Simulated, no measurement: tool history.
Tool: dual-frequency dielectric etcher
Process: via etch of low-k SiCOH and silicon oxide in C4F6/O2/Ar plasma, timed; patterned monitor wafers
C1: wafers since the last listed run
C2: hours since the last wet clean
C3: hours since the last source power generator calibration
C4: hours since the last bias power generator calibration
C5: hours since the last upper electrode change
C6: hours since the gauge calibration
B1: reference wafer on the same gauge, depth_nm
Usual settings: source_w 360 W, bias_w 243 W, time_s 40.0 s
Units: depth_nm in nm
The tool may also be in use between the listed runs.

Run 1, hour 0.0: usual settings; C1 0; C2 346.1; C3 3137.4; C4 2415.0; C5 4304.9; C6 12.3; B1 103.9. Result: depth_nm 97.3 nm.
Run 2, hour 14.7: usual settings; C1 187; C2 360.8; C3 3152.1; C4 2429.7; C5 4319.6; C6 27.0; B1 103.8. Result: depth_nm 97.5 nm.
Run 3, hour 21.3: usual settings; C1 84; C2 367.4; C3 3158.7; C4 2436.3; C5 4326.2; C6 33.6; B1 104.1. Result: depth_nm 96.6 nm.
Run 4, hour 27.5: usual settings; C1 78; C2 373.6; C3 3164.9; C4 2442.5; C5 4332.4; C6 39.8; B1 104.0. Result: depth_nm 97.5 nm.
Run 5, hour 35.1: usual settings; C1 96; C2 381.2; C3 3172.5; C4 2450.1; C5 4340.0; C6 47.4; B1 103.9. Result: depth_nm 97.4 nm.
Run 6, hour 45.8: usual settings but bias_w 283 W; C1 136; C2 391.9; C3 3183.2; C4 2460.8; C5 4350.7; C6 58.1; B1 103.7. Result: depth_nm 103.7 nm.
Run 7, hour 63.7: usual settings but bias_w 283 W; C1 228; C2 409.8; C3 3201.1; C4 2478.7; C5 4368.6; C6 76.0; B1 103.9. Result: depth_nm 103.3 nm.
Run 8, hour 73.8: usual settings but bias_w 283 W; C1 128; C2 419.9; C3 3211.2; C4 2488.8; C5 4378.7; C6 86.1; B1 104.0. Result: depth_nm 103.9 nm.
Run 9, hour 84.7: usual settings but source_w 420 W, time_s 31.0 s; C1 138; C2 430.8; C3 3222.1; C4 2499.7; C5 4389.6; C6 97.0; B1 103.9. Result: depth_nm 81.5 nm.
Run 10, hour 92.1: usual settings but source_w 330 W; C1 94; C2 438.2; C3 3229.5; C4 2507.1; C5 4397.0; C6 104.4; B1 103.9. Result: depth_nm 92.5 nm.
Run 11, hour 110.0: usual settings but source_w 300 W, bias_w 277 W, time_s 51.5 s; C1 228; C2 456.1; C3 3247.4; C4 2525.0; C5 4414.9; C6 122.3; B1 104.0. Result: depth_nm 120.1 nm.
At hour 118.4: bias power generator calibrated.
Run 12, hour 120.7: usual settings; C1 85; C2 466.8; C3 3258.1; C4 2.3; C5 4425.6; C6 133.0; B1 104.0. Result: depth_nm 97.8 nm.
Run 13, hour 128.1: usual settings but bias_w 223 W, time_s 36.0 s; C1 94; C2 474.2; C3 3265.5; C4 9.7; C5 4433.0; C6 140.4; B1 103.8. Result: depth_nm 85.0 nm.
At hour 178.2: source power generator calibrated.
At hour 178.6: gauge calibrated.
Run 14, hour 178.7: usual settings but bias_w 186 W; C1 593; C2 524.8; C3 0.5; C4 60.3; C5 4483.6; C6 0.1; B1 103.9. Result: depth_nm 86.6 nm.
At hour 204.0: wet clean of the chamber.
At hour 206.6: upper electrode replaced.
Run 15, hour 207.1: usual settings; C1 23; C2 3.1; C3 28.9; C4 88.7; C5 0.5; C6 28.5; B1 104.0. Result: depth_nm 96.9 nm.
Run 16, hour 207.4: usual settings but source_w 450 W; C1 3; C2 3.4; C3 29.2; C4 89.0; C5 0.8; C6 28.8; B1 103.9. Result: depth_nm 108.1 nm.
Run 17, hour 221.1: usual settings but time_s 47.5 s; C1 174; C2 17.1; C3 42.9; C4 102.7; C5 14.5; C6 42.5; B1 103.8. Result: depth_nm 116.2 nm.
Run 18, hour 232.8: usual settings; C1 149; C2 28.8; C3 54.6; C4 114.4; C5 26.2; C6 54.2; B1 104.0. Result: depth_nm 96.9 nm.
Run 19, hour 244.8: usual settings but source_w 440 W; C1 152; C2 40.8; C3 66.6; C4 126.4; C5 38.2; C6 66.2; B1 104.1. Result: depth_nm 107.8 nm.
Run 20, hour 251.7: usual settings; C1 87; C2 47.7; C3 73.5; C4 133.3; C5 45.1; C6 73.1; B1 103.8. Result: depth_nm 97.4 nm.
Run 21, hour 263.5: usual settings but source_w 440 W, bias_w 285 W, time_s 52.0 s; C1 150; C2 59.5; C3 85.3; C4 145.1; C5 56.9; C6 84.9; B1 103.8. Result: depth_nm 148.5 nm.

What the log doesn't show, run by run:
etch rate over this chamber's usual, %: 0 in every run
source power that arrives over what is set, %: 0 in every run
bias power that arrives over what is set, %: 0 in every run
gauge reads high (%): 0 in every run

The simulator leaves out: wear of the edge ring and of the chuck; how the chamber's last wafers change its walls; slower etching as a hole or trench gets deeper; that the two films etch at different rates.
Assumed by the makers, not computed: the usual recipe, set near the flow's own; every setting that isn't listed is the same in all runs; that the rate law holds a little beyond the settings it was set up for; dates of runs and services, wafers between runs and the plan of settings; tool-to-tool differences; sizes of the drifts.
